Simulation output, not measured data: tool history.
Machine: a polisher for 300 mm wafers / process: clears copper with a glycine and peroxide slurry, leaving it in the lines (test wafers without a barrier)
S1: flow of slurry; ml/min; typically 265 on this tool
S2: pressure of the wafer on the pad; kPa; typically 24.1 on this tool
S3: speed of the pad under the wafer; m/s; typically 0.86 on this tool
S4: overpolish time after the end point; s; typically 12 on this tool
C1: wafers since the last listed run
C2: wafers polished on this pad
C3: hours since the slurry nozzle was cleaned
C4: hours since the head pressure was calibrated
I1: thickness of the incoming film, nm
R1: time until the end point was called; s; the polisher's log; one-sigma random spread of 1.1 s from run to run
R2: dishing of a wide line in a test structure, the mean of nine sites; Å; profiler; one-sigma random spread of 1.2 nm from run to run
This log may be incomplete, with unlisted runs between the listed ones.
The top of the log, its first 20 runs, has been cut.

| run | day | S1 | S2 | S3 | S4 | C1 | C2 | C3 | C4 | I1 | R1 | R2 |
|---|---|---|---|---|---|---|---|---|---|---|---|---|
| 21 | 65.842 | 265 | 24.1 | 0.86 | 12 | 810 | 1768 | 648.2 | 332.2 | 768.8 | 111 | 515 |
|  | 67.238 | slurry nozzle cleaned |
| 22 | 67.804 | 265 | 24.1 | 1.06 | 12 | 382 | 2150 | 13.6 | 379.3 | 774.5 | 93.7 | 562 |
| 23 | 70.812 | 265 | 18.6 | 0.98 | 12 | 598 | 2749 | 85.8 | 451.5 | 782.5 | 119 | 490 |
| 24 | 73.821 | 235 | 17.2 | 0.86 | 12 | 598 | 3348 | 158 | 523.7 | 769.3 | 137 | 440 |
| 25 | 75.862 | 265 | 24.1 | 0.86 | 12 | 406 | 3754 | 207 | 572.7 | 778.9 | 112.6 | 514 |
|  | 76.033 | head pressure recalibrated |
| 26 | 77.912 | 340 | 24.1 | 0.86 | 12 | 391 | 4146 | 256.2 | 45.1 | 766.7 | 109.5 | 498 |
| 27 | 80.217 | 215 | 32.4 | 0.86 | 12 | 458 | 4605 | 311.5 | 100.4 | 771.7 | 94.5 | 589 |
|  | 83.833 | worn pad replaced by a new one |
| 28 | 90.771 | 265 | 24.1 | 0.74 | 12 | 2068 | 1381 | 564.8 | 353.7 | 766.6 | 121.6 | 456 |
|  | 92.683 | slurry nozzle cleaned |
| 29 | 94.279 | 265 | 24.1 | 0.86 | 12 | 690 | 2071 | 38.3 | 437.9 | 761.8 | 110.5 | 507 |
| 30 | 98.267 | 340 | 24.1 | 0.96 | 14 | 793 | 2865 | 134 | 533.6 | 759.3 | 99.1 | 619 |
| 31 | 101.25 | 180 | 24.1 | 0.98 | 12 | 593 | 3459 | 205.6 | 605.2 | 762.8 | 105.5 | 533 |
|  | 104.058 | head pressure recalibrated |
|  | 110.55 | worn pad replaced by a new one |
| 32 | 110.954 | 265 | 24.1 | 0.86 | 18 | 1882 | 80 | 438.5 | 165.5 | 776.5 | 111.7 | 675 |
|  | 118.842 | slurry nozzle cleaned |
| 33 | 123.346 | 265 | 22.1 | 0.86 | 18 | 2458 | 2538 | 108.1 | 462.9 | 774 | 117.2 | 613 |
| 34 | 126.054 | 265 | 24.1 | 0.86 | 12 | 539 | 3078 | 173.1 | 527.9 | 785 | 114.2 | 517 |
| 35 | 127.562 | 355 | 24.1 | 0.76 | 12 | 300 | 3378 | 209.3 | 564.1 | 771.7 | 118.4 | 470 |

Consider 3 possible next runs. They are alternatives, not a sequence: every one starts from the tool as it was left by run 35. What does each give?
| A | 127.583 | 265 | 24.1 | 0.86 | 16 | 4 | 3382 | 209.8 | 564.6 | 772.8 | ? | ? |
| B | 127.583 | 300 | 24.1 | 1.1 | 12 | 4 | 3382 | 209.8 | 564.6 | 772.8 | ? | ? |
| C | 127.583 | 265 | 24.1 | 0.7 | 9 | 4 | 3382 | 209.8 | 564.6 | 772.8 | ? | ? |

| run | R1 | R2 |
|---|---|---|
| A | 111.7 | 621 |
| B | 92.2 | 578 |
| C | 128.4 | 365 |
Without the tool's unlogged condition, the same runs would have read:
| run | R1 | R2 |
|---|---|---|
| A | 111.7 | 621 |
| B | 92.2 | 578 |
| C | 128.4 | 365 |

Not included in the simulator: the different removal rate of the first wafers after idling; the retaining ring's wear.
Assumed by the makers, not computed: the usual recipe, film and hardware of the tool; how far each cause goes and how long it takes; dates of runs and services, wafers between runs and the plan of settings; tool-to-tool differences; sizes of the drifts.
